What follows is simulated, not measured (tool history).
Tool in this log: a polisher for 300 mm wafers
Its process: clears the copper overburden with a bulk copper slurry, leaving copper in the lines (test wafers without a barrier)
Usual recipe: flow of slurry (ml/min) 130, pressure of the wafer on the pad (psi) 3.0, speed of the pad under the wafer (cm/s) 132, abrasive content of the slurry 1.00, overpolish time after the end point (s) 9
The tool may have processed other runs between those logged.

| run | day | flow of slurry (ml/min) | pressure of the wafer on the pad (psi) | speed of the pad under the wafer (cm/s) | abrasive content of the slurry | overpolish time after the end point (s) | wafers since the last listed run | wafers polished on this pad | hours since the slurry nozzle was cleaned | hours since the head pressure was calibrated | hours since the slurry blender was calibrated | incoming thickness of the incoming film, nm | time until the end point was called (s) | dishing of a wide line in a test structure (nm) |
|---|---|---|---|---|---|---|---|---|---|---|---|---|---|---|
| 1 | 0.000 | 130 | 3.0 | 132 | 0.85 | 9 | 0 | 2349 | 209.2 | 707.6 | 196.5 | 1505.9 | 114.5 | 49.4 |
| 2 | 2.267 | 130 | 3.0 | 132 | 0.85 | 9 | 528 | 2877 | 263.6 | 762.0 | 250.9 | 1503.3 | 112.8 | 49.3 |
|  | 6.292 | worn pad replaced by a new one |
| 3 | 6.504 | 130 | 3.0 | 132 | 0.85 | 9 | 949 | 49 | 365.3 | 863.7 | 352.6 | 1510.8 | 116.2 | 49.2 |
| 4 | 8.375 | 130 | 3.0 | 132 | 1.00 | 9 | 436 | 486 | 410.2 | 908.6 | 397.5 | 1514.2 | 113.8 | 49.8 |
|  | 8.646 | slurry nozzle cleaned |
|  | 11.167 | slurry blender recalibrated |
| 5 | 11.508 | 130 | 3.0 | 132 | 1.00 | 9 | 701 | 1187 | 68.7 | 983.8 | 8.2 | 1461.6 | 112.3 | 48.4 |
|  | 18.662 | head pressure recalibrated |
| 6 | 19.638 | 130 | 3.0 | 132 | 1.00 | 9 | 1876 | 3064 | 263.8 | 23.4 | 203.3 | 1493.0 | 119.1 | 48.4 |
| 7 | 22.021 | 130 | 3.0 | 132 | 1.00 | 9 | 555 | 3620 | 321.0 | 80.6 | 260.5 | 1487.0 | 121.6 | 46.7 |
|  | 22.275 | worn pad replaced by a new one |
|  | 26.421 | slurry blender recalibrated |
| 8 | 26.442 | 130 | 3.0 | 132 | 1.00 | 9 | 972 | 952 | 427.1 | 186.7 | 0.5 | 1507.5 | 122.4 | 45.7 |
|  | 26.717 | slurry nozzle cleaned |
| 9 | 29.046 | 130 | 3.0 | 132 | 1.00 | 9 | 597 | 1550 | 55.9 | 249.2 | 63.0 | 1493.5 | 121.3 | 48.0 |
| 10 | 32.754 | 130 | 3.0 | 132 | 1.00 | 9 | 864 | 2415 | 144.9 | 338.2 | 152.0 | 1483.4 | 124.4 | 45.8 |
| 11 | 36.917 | 130 | 3.0 | 132 | 1.00 | 9 | 970 | 3385 | 244.8 | 438.1 | 251.9 | 1495.1 | 123.3 | 45.8 |
|  | 39.804 | head pressure recalibrated, repeated, since the last time left the tool worse |
| 12 | 40.271 | 130 | 3.0 | 132 | 1.00 | 9 | 762 | 4148 | 325.3 | 11.2 | 332.4 | 1490.9 | 107.4 | 50.1 |
|  | 40.812 | worn pad replaced by a new one |
| 13 | 42.475 | 130 | 3.0 | 132 | 1.00 | 9 | 475 | 388 | 378.2 | 64.1 | 385.3 | 1502.7 | 110.5 | 51.0 |
|  | 42.721 | slurry nozzle cleaned |
| 14 | 44.133 | 130 | 3.0 | 132 | 1.00 | 9 | 377 | 765 | 33.9 | 103.9 | 425.1 | 1469.7 | 107.6 | 49.7 |
|  | 46.229 | slurry blender recalibrated |
| 15 | 48.067 | 130 | 3.0 | 132 | 0.85 | 9 | 897 | 1663 | 128.3 | 198.3 | 44.1 | 1496.4 | 113.1 | 49.5 |
| 16 | 51.904 | 130 | 3.0 | 120 | 1.10 | 5 | 894 | 2558 | 220.4 | 290.4 | 136.2 | 1492.1 | 115.6 | 35.8 |
| 17 | 54.808 | 130 | 3.0 | 132 | 1.00 | 9 | 677 | 3235 | 290.1 | 360.1 | 205.9 | 1484.5 | 113.2 | 49.1 |
|  | 58.850 | worn pad replaced by a new one |
| 18 | 58.871 | 130 | 3.0 | 116 | 0.70 | 9 | 908 | 5 | 387.6 | 457.6 | 303.4 | 1483.5 | 128.5 | 47.0 |
|  | 60.158 | slurry nozzle cleaned |
| 19 | 63.054 | 110 | 2.3 | 158 | 1.00 | 9 | 965 | 971 | 69.5 | 558.0 | 403.8 | 1467.5 | 127.9 | 42.1 |
|  | 65.404 | slurry blender recalibrated |
| 20 | 66.412 | 170 | 3.0 | 100 | 1.00 | 9 | 763 | 1734 | 150.1 | 638.6 | 24.2 | 1493.3 | 128.5 | 45.4 |
| 21 | 68.912 | 95 | 3.0 | 132 | 1.00 | 9 | 583 | 2317 | 210.1 | 698.6 | 84.2 | 1473.7 | 123.8 | 49.3 |
| 22 | 71.646 | 130 | 3.0 | 132 | 1.20 | 9 | 637 | 2955 | 275.7 | 764.2 | 149.8 | 1508.0 | 109.9 | 50.7 |
| 23 | 75.717 | 130 | 3.6 | 132 | 0.70 | 11 | 949 | 3904 | 373.4 | 861.9 | 247.5 | 1458.8 | 95.2 | 57.8 |
|  | 75.792 | slurry nozzle cleaned |
|  | 76.929 | worn pad replaced by a new one |
| 24 | 78.108 | 130 | 3.0 | 156 | 1.00 | 13 | 509 | 274 | 55.6 | 919.3 | 304.9 | 1485.8 | 102.5 | 56.4 |
| 25 | 81.629 | 130 | 2.5 | 162 | 1.25 | 14 | 821 | 1095 | 140.1 | 1003.8 | 389.4 | 1487.6 | 119.5 | 56.2 |
|  | 82.050 | slurry blender recalibrated |
| 26 | 85.462 | 155 | 3.0 | 132 | 1.00 | 9 | 874 | 1970 | 232.1 | 1095.8 | 81.9 | 1499.3 | 110.7 | 47.8 |
|  | 87.050 | head pressure recalibrated |
| 27 | 88.221 | 150 | 3.0 | 164 | 0.90 | 11 | 623 | 2594 | 298.3 | 28.1 | 148.1 | 1506.7 | 90.8 | 58.7 |

A few steps of time until the end point was called (s) between consecutive runs. Split each: what settings, incoming material and random variation would produce without the hidden state, and what is left over for the hidden state, along with gauge scatter present in only one of the two compared results (measured, and without hidden state):
Unlogged tool condition in this case: removal rate lost through wear of the pad, %; slurry flow missing at the pad, %; deviation of the head's pressure from its setpoint, %; abrasive missing from the slurry, %.
Run 11 -> 12: head pressure recalibrated, repeated, since the last time left the tool worse. time until the end point was called (s) -15.9: hidden state -17.4, all else +1.5.
Run 24 -> 25: pressure of the wafer on the pad (psi) 3.0 -> 2.5, speed of the pad under the wafer (cm/s) 156 -> 162, abrasive content of the slurry 1.00 -> 1.25, overpolish time after the end point (s) 13 -> 14. time until the end point was called (s) +17.0: hidden state +2.0, all else +15.0.
Run 26 -> 27: flow of slurry (ml/min) 155 -> 150, speed of the pad under the wafer (cm/s) 132 -> 164, abrasive content of the slurry 1.00 -> 0.90, overpolish time after the end point (s) 9 -> 11, head pressure recalibrated. time until the end point was called (s) -19.9: hidden state -9.8, all else -10.1.

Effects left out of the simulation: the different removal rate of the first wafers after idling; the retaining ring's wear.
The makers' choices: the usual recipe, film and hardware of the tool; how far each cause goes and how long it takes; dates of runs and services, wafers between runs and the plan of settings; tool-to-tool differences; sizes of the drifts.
